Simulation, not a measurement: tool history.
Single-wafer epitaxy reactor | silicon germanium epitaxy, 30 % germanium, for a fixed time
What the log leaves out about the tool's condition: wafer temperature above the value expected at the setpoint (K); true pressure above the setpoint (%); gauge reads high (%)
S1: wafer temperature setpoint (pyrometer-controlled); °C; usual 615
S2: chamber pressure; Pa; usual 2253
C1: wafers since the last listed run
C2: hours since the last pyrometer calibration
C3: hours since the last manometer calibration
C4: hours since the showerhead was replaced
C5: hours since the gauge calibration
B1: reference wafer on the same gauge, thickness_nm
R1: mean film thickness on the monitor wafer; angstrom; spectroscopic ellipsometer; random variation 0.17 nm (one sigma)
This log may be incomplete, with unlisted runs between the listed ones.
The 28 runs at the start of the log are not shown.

run    hour   S1    S2    C1     C2      C3      C4     C5      B1      R1
 29  2246.4  615  1693   922  252.6   941.9   505.3  304.4  62.666  554.54
 30  2306.6  606  2253   815  312.8  1002.1   565.5  364.6  62.716  550.65
 31  2405.3  607  2426  1337  411.5  1100.8   664.2  463.3  62.713  583.95
 32    2492  615  1893  1175  498.2  1187.5   750.9    550  62.775  593.74
 33  2590.1  615  2253  1329  596.3  1285.6     849  648.1  62.711  660.62
 34    2682  625  2253  1245  688.2  1377.5   940.9    740  62.722  806.35
 35  2748.6  603  1733   902  754.8  1444.1  1007.5  806.6  62.775  439.66
       2766  -- capacitance manometer re-zeroed and calibrated
 36  2793.2  615  2253   496  799.4    27.2  1052.1  851.2  62.718  663.43

Branching from run 36: 3 alternative next runs. What would each branch give?
  A  2793.6  615  2106   5  799.8  27.6  1052.5  851.6   ?   ?
  B  2793.6  621  1907   5  799.8  27.6  1052.5  851.6   ?   ?
  C  2793.6  625  1853   5  799.8  27.6  1052.5  851.6   ?   ?

run      B1      R1
  A  62.671  635.67
  B  62.671  674.81
  C  62.671   717.4
Had the tool no hidden state, the same runs would have come out as:
run      R1
  A   636.2
  B  675.37
  C  717.99
